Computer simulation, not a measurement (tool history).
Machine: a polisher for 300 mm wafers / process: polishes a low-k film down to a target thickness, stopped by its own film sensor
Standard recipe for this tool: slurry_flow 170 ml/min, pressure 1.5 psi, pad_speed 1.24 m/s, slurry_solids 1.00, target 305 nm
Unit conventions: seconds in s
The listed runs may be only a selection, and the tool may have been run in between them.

run    hour  slurry_flow  pressure  pad_speed  slurry_solids  target  incoming thickness of the incoming film, nm  seconds
  1     0.0          170       1.5       0.94           1.00     305                                        339.2    121.4
  2    61.0          170       1.5       1.24           1.00     314                                        346.3     94.8
  3   119.0          170       1.5       1.24           1.00     314                                        343.3     88.1
  4   158.1          170       1.5       1.24           1.00     305                                        344.1    114.3
      197.1  -- slurry nozzle cleaned
      203.8  -- worn pad replaced by a new one
      204.8  -- conditioning disc replaced and pad reconditioned
  5   262.9          155       1.5       1.44           1.00     300                                        338.7     90.3
  6   308.6          190       1.5       1.24           1.00     295                                        344.1    131.2
      316.2  -- head pressure recalibrated
      336.8  -- slurry blender recalibrated
  7   344.9          170       1.2       1.38           1.00     305                                        338.7    106.8
  8   385.4          170       1.5       1.24           1.00     305                                        342.0    101.7
  9   443.4          170       1.5       1.24           1.10     305                                        343.7    105.9
 10   497.8          170       1.6       1.24           0.80     305                                        337.1    102.5
 11   569.0          215       1.5       1.04           1.10     312                                        344.4     95.4
      595.0  -- slurry nozzle cleaned
      637.6  -- worn pad replaced by a new one
      722.1  -- conditioning disc replaced and pad reconditioned
 12   769.7          170       1.5       1.24           1.00     305                                        338.1     88.1
      786.0  -- slurry blender recalibrated
 13   806.2          170       1.8       1.06           1.00     300                                        335.4     92.7
 14   837.7          215       2.0       1.24           1.25     305                                        333.2     53.0
 15   901.8          210       1.5       1.24           1.00     305                                        340.1     97.7
 16   932.1          170       1.5       1.24           1.00     305                                        344.2    112.7
      963.7  -- head pressure recalibrated
 17   983.5          170       1.5       1.24           1.00     305                                        339.7    101.4
 18  1008.1          195       1.5       1.24           1.00     305                                        345.1    117.2
     1036.8  -- slurry nozzle cleaned
 19  1038.7          120       1.9       1.48           1.00     296                                        341.6     99.9
 20  1109.2          210       1.5       1.02           1.00     309                                        339.7    101.2
     1121.4  -- worn pad replaced by a new one
 21  1143.9          230       1.5       1.24           0.80     305                                        339.4    112.3
     1168.0  -- conditioning disc replaced and pad reconditioned
     1225.3  -- slurry blender recalibrated
 22  1313.8          170       1.7       1.24           0.85     295                                        339.5    120.8
 23  1342.4          170       1.5       1.24           1.00     312                                        339.0     75.1
 24  1384.5          170       1.5       1.24           1.00     305                                        332.0     76.0
 25  1416.4          205       1.5       1.56           1.00     313                                        336.5     56.1

For each run, the measured value with the value that run would have given without the tool's hidden condition subtracted. The run-to-run variation is shared by both, the gauge scatter possibly not:
Hidden conditions of the tool in this case: removal rate lost through wear of the pad, %; slurry flow missing at the pad, %; deviation of the head's pressure from its setpoint, %; abrasive missing from the slurry, %; time polished since the conditioner stopped cutting, s.
run  seconds
  1    +13.2
  2    +13.5
  3    +13.1
  4    +17.3
  5     +5.3
  6    +10.2
  7     +8.9
  8    +10.6
  9    +12.3
 10    +13.3
 11    +11.0
 12     +6.0
 13     +8.4
 14     +6.7
 15    +12.0
 16    +14.5
 17    +13.9
 18    +16.5
 19    +18.9
 20    +13.2
 21    +16.9
 22    +12.3
 23     +7.7
 24     +8.5
 25     +7.7
